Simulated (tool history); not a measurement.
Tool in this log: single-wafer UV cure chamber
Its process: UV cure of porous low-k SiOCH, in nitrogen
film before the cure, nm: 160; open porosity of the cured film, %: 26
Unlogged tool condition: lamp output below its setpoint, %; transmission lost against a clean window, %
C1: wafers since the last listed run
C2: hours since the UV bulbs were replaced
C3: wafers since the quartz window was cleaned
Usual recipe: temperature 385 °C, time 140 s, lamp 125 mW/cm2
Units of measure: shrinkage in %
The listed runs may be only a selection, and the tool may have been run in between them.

{"run": 1, "hour": 0.0, "temperature": 385, "time": 140, "lamp": 153, "C1": 0, "C2": 802.1, "C3": 1330, "shrinkage": 10.725}
{"run": 2, "hour": 34.7, "temperature": 385, "time": 140, "lamp": 153, "C1": 146, "C2": 836.8, "C3": 1477, "shrinkage": 10.768}
{"run": 3, "hour": 75.3, "temperature": 385, "time": 110, "lamp": 125, "C1": 171, "C2": 877.4, "C3": 1648, "shrinkage": 8.64}
{"run": 4, "hour": 89.7, "temperature": 385, "time": 110, "lamp": 125, "C1": 60, "C2": 891.8, "C3": 1709, "shrinkage": 8.651}
{"run": 5, "hour": 95.7, "temperature": 385, "time": 140, "lamp": 125, "C1": 25, "C2": 897.8, "C3": 1734, "shrinkage": 9.659}
{"hour": 119.8, "done": "UV bulbs replaced"}
{"run": 6, "hour": 120.3, "temperature": 385, "time": 160, "lamp": 125, "C1": 70, "C2": 0.5, "C3": 1804, "shrinkage": 12.395}
{"run": 7, "hour": 130.3, "temperature": 385, "time": 160, "lamp": 125, "C1": 42, "C2": 10.5, "C3": 1847, "shrinkage": 12.566}
{"run": 8, "hour": 141.6, "temperature": 385, "time": 140, "lamp": 125, "C1": 47, "C2": 21.8, "C3": 1894, "shrinkage": 11.762}
{"hour": 153.1, "done": "quartz window cleaned"}
{"run": 9, "hour": 153.5, "temperature": 385, "time": 140, "lamp": 125, "C1": 16, "C2": 33.7, "C3": 1, "shrinkage": 11.862}
{"run": 10, "hour": 171.4, "temperature": 385, "time": 140, "lamp": 125, "C1": 75, "C2": 51.6, "C3": 77, "shrinkage": 11.699}
{"run": 11, "hour": 181.8, "temperature": 385, "time": 140, "lamp": 153, "C1": 43, "C2": 62.0, "C3": 121, "shrinkage": 12.807}
{"run": 12, "hour": 197.4, "temperature": 391, "time": 165, "lamp": 125, "C1": 65, "C2": 77.6, "C3": 186, "shrinkage": 12.117}
{"run": 13, "hour": 207.4, "temperature": 385, "time": 85, "lamp": 125, "C1": 42, "C2": 87.6, "C3": 229, "shrinkage": 9.335}
{"run": 14, "hour": 217.3, "temperature": 385, "time": 140, "lamp": 125, "C1": 41, "C2": 97.5, "C3": 270, "shrinkage": 11.458}
{"run": 15, "hour": 224.8, "temperature": 402, "time": 165, "lamp": 154, "C1": 31, "C2": 105.0, "C3": 302, "shrinkage": 13.505}
{"run": 16, "hour": 233.3, "temperature": 405, "time": 140, "lamp": 143, "C1": 35, "C2": 113.5, "C3": 338, "shrinkage": 12.06}
{"run": 17, "hour": 244.4, "temperature": 385, "time": 140, "lamp": 153, "C1": 46, "C2": 124.6, "C3": 385, "shrinkage": 12.236}
{"run": 18, "hour": 260.6, "temperature": 366, "time": 140, "lamp": 125, "C1": 68, "C2": 140.8, "C3": 453, "shrinkage": 10.988}
{"run": 19, "hour": 267.7, "temperature": 385, "time": 140, "lamp": 137, "C1": 29, "C2": 147.9, "C3": 483, "shrinkage": 11.711}

Below, some changes in shrinkage between adjacent runs. For each, the amount present without the hidden state too (settings, incoming material, random variation) and the amount remaining for the hidden state with gauge scatter not shared by both compared results:
Run 5 -> 6: time 140 -> 160, UV bulbs replaced. shrinkage +2.736 %: hidden state +2.019, all else +0.717.
Run 12 -> 13: temperature 391 -> 385, time 165 -> 85. shrinkage -2.782 %: hidden state -0.030, all else -2.752.

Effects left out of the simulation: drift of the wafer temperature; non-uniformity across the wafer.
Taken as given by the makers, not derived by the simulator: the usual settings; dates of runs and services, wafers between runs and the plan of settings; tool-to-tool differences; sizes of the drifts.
